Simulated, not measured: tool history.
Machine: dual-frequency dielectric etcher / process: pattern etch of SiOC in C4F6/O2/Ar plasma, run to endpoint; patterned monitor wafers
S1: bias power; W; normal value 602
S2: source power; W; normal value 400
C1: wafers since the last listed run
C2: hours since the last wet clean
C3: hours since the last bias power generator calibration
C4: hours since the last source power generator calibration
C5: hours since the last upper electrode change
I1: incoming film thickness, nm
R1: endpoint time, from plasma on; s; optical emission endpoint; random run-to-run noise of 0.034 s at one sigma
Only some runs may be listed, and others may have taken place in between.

| run | hour | S1 | S2 | C1 | C2 | C3 | C4 | C5 | I1 | R1 |
|---|---|---|---|---|---|---|---|---|---|---|
| 1 | 0.0 | 602 | 330 | 0 | 360.2 | 3920.8 | 1112.6 | 4725.2 | 36.94 | 12.3 |
| 2 | 18.7 | 717 | 400 | 345 | 378.9 | 3939.5 | 1131.3 | 4743.9 | 37.29 | 10.6 |
| 3 | 52.0 | 602 | 350 | 614 | 412.2 | 3972.8 | 1164.6 | 4777.2 | 37.36 | 12.1 |
| 4 | 145.0 | 602 | 350 | 1716 | 505.2 | 4065.8 | 1257.6 | 4870.2 | 36.52 | 11.9 |
| 5 | 177.5 | 602 | 350 | 599 | 537.7 | 4098.3 | 1290.1 | 4902.7 | 37.11 | 12.1 |
| 6 | 190.6 | 679 | 400 | 241 | 550.8 | 4111.4 | 1303.2 | 4915.8 | 37.16 | 10.7 |
| 7 | 204.3 | 602 | 400 | 252 | 564.5 | 4125.1 | 1316.9 | 4929.5 | 36.83 | 11.2 |
| 8 | 223.4 | 602 | 400 | 352 | 583.6 | 4144.2 | 1336.0 | 4948.6 | 36.99 | 11.3 |
|  | 260.4 | source power generator calibrated |
|  | 270.9 | upper electrode replaced |
|  | 282.9 | wet clean of the chamber |
| 9 | 283.4 | 602 | 400 | 618 | 0.5 | 4204.2 | 23.0 | 12.5 | 36.70 | 11.2 |
| 10 | 288.6 | 602 | 400 | 95 | 5.7 | 4209.4 | 28.2 | 17.7 | 37.17 | 11.3 |
| 11 | 319.9 | 602 | 400 | 577 | 37.0 | 4240.7 | 59.5 | 49.0 | 36.71 | 11.1 |
| 12 | 344.7 | 602 | 400 | 457 | 61.8 | 4265.5 | 84.3 | 73.8 | 36.63 | 11.1 |
| 13 | 370.9 | 602 | 400 | 483 | 88.0 | 4291.7 | 110.5 | 100.0 | 36.98 | 11.2 |
| 14 | 387.7 | 602 | 400 | 310 | 104.8 | 4308.5 | 127.3 | 116.8 | 36.89 | 11.2 |
| 15 | 415.8 | 602 | 400 | 518 | 132.9 | 4336.6 | 155.4 | 144.9 | 36.91 | 11.2 |
| 16 | 444.7 | 602 | 400 | 533 | 161.8 | 4365.5 | 184.3 | 173.8 | 36.74 | 11.1 |
| 17 | 464.3 | 602 | 400 | 361 | 181.4 | 4385.1 | 203.9 | 193.4 | 36.98 | 11.2 |
| 18 | 482.4 | 602 | 400 | 334 | 199.5 | 4403.2 | 222.0 | 211.5 | 36.61 | 11.1 |
| 19 | 518.1 | 602 | 370 | 659 | 235.2 | 4438.9 | 257.7 | 247.2 | 37.03 | 11.6 |
| 20 | 539.1 | 602 | 400 | 387 | 256.2 | 4459.9 | 278.7 | 268.2 | 36.51 | 11.0 |
| 21 | 559.9 | 602 | 400 | 383 | 277.0 | 4480.7 | 299.5 | 289.0 | 36.35 | 11.0 |
| 22 | 584.9 | 532 | 470 | 461 | 302.0 | 4505.7 | 324.5 | 314.0 | 36.87 | 10.9 |
|  | 597.5 | bias power generator calibrated |
| 23 | 619.7 | 602 | 400 | 568 | 336.8 | 22.2 | 359.3 | 348.8 | 36.92 | 11.2 |

Run 24 has not been measured yet. What should we expect?
| 24 | 646.3 | 691 | 310 | 491 | 363.4 | 48.8 | 385.9 | 375.4 | 36.85 | ? |

Run 24 gave R1 11.9 s.
If the tool had no hidden condition, the same run with the same run-to-run variation would have returned R1 11.9 s.

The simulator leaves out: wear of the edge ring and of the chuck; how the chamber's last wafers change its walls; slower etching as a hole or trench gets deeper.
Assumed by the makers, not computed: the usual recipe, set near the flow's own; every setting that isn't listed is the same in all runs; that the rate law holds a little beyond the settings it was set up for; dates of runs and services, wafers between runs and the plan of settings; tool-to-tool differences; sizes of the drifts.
